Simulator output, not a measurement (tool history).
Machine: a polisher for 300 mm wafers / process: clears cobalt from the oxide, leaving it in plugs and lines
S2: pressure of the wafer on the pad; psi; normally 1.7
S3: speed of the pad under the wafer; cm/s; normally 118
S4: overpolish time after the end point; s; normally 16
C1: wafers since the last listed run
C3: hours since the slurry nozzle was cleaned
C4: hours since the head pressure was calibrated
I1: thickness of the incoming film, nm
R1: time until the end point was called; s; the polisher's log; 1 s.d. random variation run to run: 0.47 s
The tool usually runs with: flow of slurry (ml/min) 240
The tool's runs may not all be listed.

{"run": 1, "hour": 0.0, "flow of slurry (ml/min)": 190, "S2": 1.7, "S3": 118, "S4": 16, "C1": 0, "wafers polished on this pad": 2246, "C3": 285.1, "C4": 406.7, "I1": 162, "R1": 29.3}
{"hour": 25.9, "done": "worn pad replaced by a new one"}
{"run": 2, "hour": 33.7, "flow of slurry (ml/min)": 190, "S2": 1.7, "S3": 118, "S4": 16, "C1": 335, "wafers polished on this pad": 87, "C3": 318.8, "C4": 440.4, "I1": 159.3, "R1": 28.5}
{"hour": 157.8, "done": "slurry nozzle cleaned"}
{"hour": 234.2, "done": "worn pad replaced by a new one"}
{"run": 3, "hour": 239.4, "flow of slurry (ml/min)": 190, "S2": 1.7, "S3": 118, "S4": 16, "C1": 2264, "wafers polished on this pad": 59, "C3": 81.6, "C4": 646.1, "I1": 158.3, "R1": 28.4}
{"run": 4, "hour": 281.6, "flow of slurry (ml/min)": 240, "S2": 1.7, "S3": 118, "S4": 16, "C1": 476, "wafers polished on this pad": 535, "C3": 123.8, "C4": 688.3, "I1": 161.1, "R1": 28}
{"run": 5, "hour": 343.3, "flow of slurry (ml/min)": 240, "S2": 1.7, "S3": 118, "S4": 16, "C1": 696, "wafers polished on this pad": 1231, "C3": 185.5, "C4": 750, "I1": 162.7, "R1": 27.2}
{"run": 6, "hour": 370.0, "flow of slurry (ml/min)": 240, "S2": 1.7, "S3": 118, "S4": 16, "C1": 301, "wafers polished on this pad": 1532, "C3": 212.2, "C4": 776.7, "I1": 159.5, "R1": 26.8}
{"run": 7, "hour": 413.1, "flow of slurry (ml/min)": 240, "S2": 1.7, "S3": 118, "S4": 16, "C1": 486, "wafers polished on this pad": 2019, "C3": 255.3, "C4": 819.8, "I1": 161.9, "R1": 27.8}
{"hour": 423.6, "done": "worn pad replaced by a new one"}
{"run": 8, "hour": 441.3, "flow of slurry (ml/min)": 240, "S2": 1.4, "S3": 118, "S4": 16, "C1": 273, "wafers polished on this pad": 199, "C3": 283.5, "C4": 848, "I1": 162.1, "R1": 34.7}
{"run": 9, "hour": 467.3, "flow of slurry (ml/min)": 240, "S2": 1.4, "S3": 118, "S4": 16, "C1": 293, "wafers polished on this pad": 493, "C3": 309.5, "C4": 874, "I1": 159.8, "R1": 32.2}
{"hour": 500.3, "done": "head pressure recalibrated"}
{"run": 10, "hour": 524.8, "flow of slurry (ml/min)": 240, "S2": 2.2, "S3": 118, "S4": 19, "C1": 626, "wafers polished on this pad": 1119, "C3": 367, "C4": 24.5, "I1": 159.2, "R1": 22.8}
{"run": 11, "hour": 587.9, "flow of slurry (ml/min)": 195, "S2": 2.2, "S3": 158, "S4": 23, "C1": 712, "wafers polished on this pad": 1831, "C3": 430.1, "C4": 87.6, "I1": 161.7, "R1": 18.4}
{"hour": 602.6, "done": "slurry nozzle cleaned"}
{"run": 12, "hour": 636.1, "flow of slurry (ml/min)": 210, "S2": 1.7, "S3": 118, "S4": 16, "C1": 532, "wafers polished on this pad": 2364, "C3": 33.5, "C4": 135.8, "I1": 160, "R1": 30.1}
{"hour": 668.3, "done": "worn pad replaced by a new one"}
{"run": 13, "hour": 673.8, "flow of slurry (ml/min)": 240, "S2": 1.7, "S3": 118, "S4": 16, "C1": 380, "wafers polished on this pad": 61, "C3": 71.2, "C4": 173.5, "I1": 159.4, "R1": 29.2}
{"run": 14, "hour": 704.6, "flow of slurry (ml/min)": 240, "S2": 1.7, "S3": 118, "S4": 16, "C1": 347, "wafers polished on this pad": 409, "C3": 102, "C4": 204.3, "I1": 158.1, "R1": 28.5}
{"run": 15, "hour": 773.8, "flow of slurry (ml/min)": 240, "S2": 1.5, "S3": 118, "S4": 16, "C1": 780, "wafers polished on this pad": 1190, "C3": 171.2, "C4": 273.5, "I1": 158.1, "R1": 32.9}
{"run": 16, "hour": 829.1, "flow of slurry (ml/min)": 240, "S2": 2.1, "S3": 118, "S4": 16, "C1": 624, "wafers polished on this pad": 1814, "C3": 226.5, "C4": 328.8, "I1": 160.4, "R1": 23.5}
{"run": 17, "hour": 900.0, "flow of slurry (ml/min)": 265, "S2": 2.2, "S3": 118, "S4": 16, "C1": 800, "wafers polished on this pad": 2614, "C3": 297.4, "C4": 399.7, "I1": 159.3, "R1": 21.8}
{"hour": 910.2, "done": "worn pad replaced by a new one"}
{"run": 18, "hour": 948.8, "flow of slurry (ml/min)": 215, "S2": 1.7, "S3": 118, "S4": 16, "C1": 505, "wafers polished on this pad": 435, "C3": 346.2, "C4": 448.5, "I1": 156.7, "R1": 28.7}
{"run": 19, "hour": 981.8, "flow of slurry (ml/min)": 320, "S2": 1.7, "S3": 118, "S4": 16, "C1": 372, "wafers polished on this pad": 808, "C3": 379.2, "C4": 481.5, "I1": 160, "R1": 26.9}
{"hour": 1037.6, "done": "slurry nozzle cleaned"}
{"run": 20, "hour": 1045.7, "flow of slurry (ml/min)": 265, "S2": 2.2, "S3": 118, "S4": 16, "C1": 709, "wafers polished on this pad": 1518, "C3": 8.1, "C4": 545.4, "I1": 158.5, "R1": 20.7}
{"run": 21, "hour": 1082.7, "flow of slurry (ml/min)": 240, "S2": 1.7, "S3": 118, "S4": 24, "C1": 417, "wafers polished on this pad": 1935, "C3": 45.1, "C4": 582.4, "I1": 158.7, "R1": 27.2}

Alternative continuations, all from the tool just after run 21; predict every row:
{"run": "A", "hour": 1083.1, "flow of slurry (ml/min)": 275, "S2": 1.7, "S3": 118, "S4": 16, "C1": 4, "wafers polished on this pad": 1940, "C3": 45.5, "C4": 582.8, "I1": 157.4, "R1": "?"}
{"run": "B", "hour": 1083.1, "flow of slurry (ml/min)": 265, "S2": 1.3, "S3": 118, "S4": 23, "C1": 4, "wafers polished on this pad": 1940, "C3": 45.5, "C4": 582.8, "I1": 157.4, "R1": "?"}
{"run": "C", "hour": 1083.1, "flow of slurry (ml/min)": 240, "S2": 1.7, "S3": 100, "S4": 23, "C1": 4, "wafers polished on this pad": 1940, "C3": 45.5, "C4": 582.8, "I1": 157.4, "R1": "?"}
{"run": "D", "hour": 1083.1, "flow of slurry (ml/min)": 240, "S2": 1.7, "S3": 130, "S4": 16, "C1": 4, "wafers polished on this pad": 1940, "C3": 45.5, "C4": 582.8, "I1": 157.4, "R1": "?"}
{"run": "E", "hour": 1083.1, "flow of slurry (ml/min)": 160, "S2": 1.1, "S3": 106, "S4": 16, "C1": 4, "wafers polished on this pad": 1940, "C3": 45.5, "C4": 582.8, "I1": 157.4, "R1": "?"}

run=A R1=26.3
run=B R1=34.5
run=C R1=31.5
run=D R1=24.2
run=E R1=48.8
Stripped of hidden state, with their random variation kept, the same runs would have yielded:
run=A R1=28.8
run=B R1=37.8
run=C R1=34.5
run=D R1=26.5
run=E R1=53.4
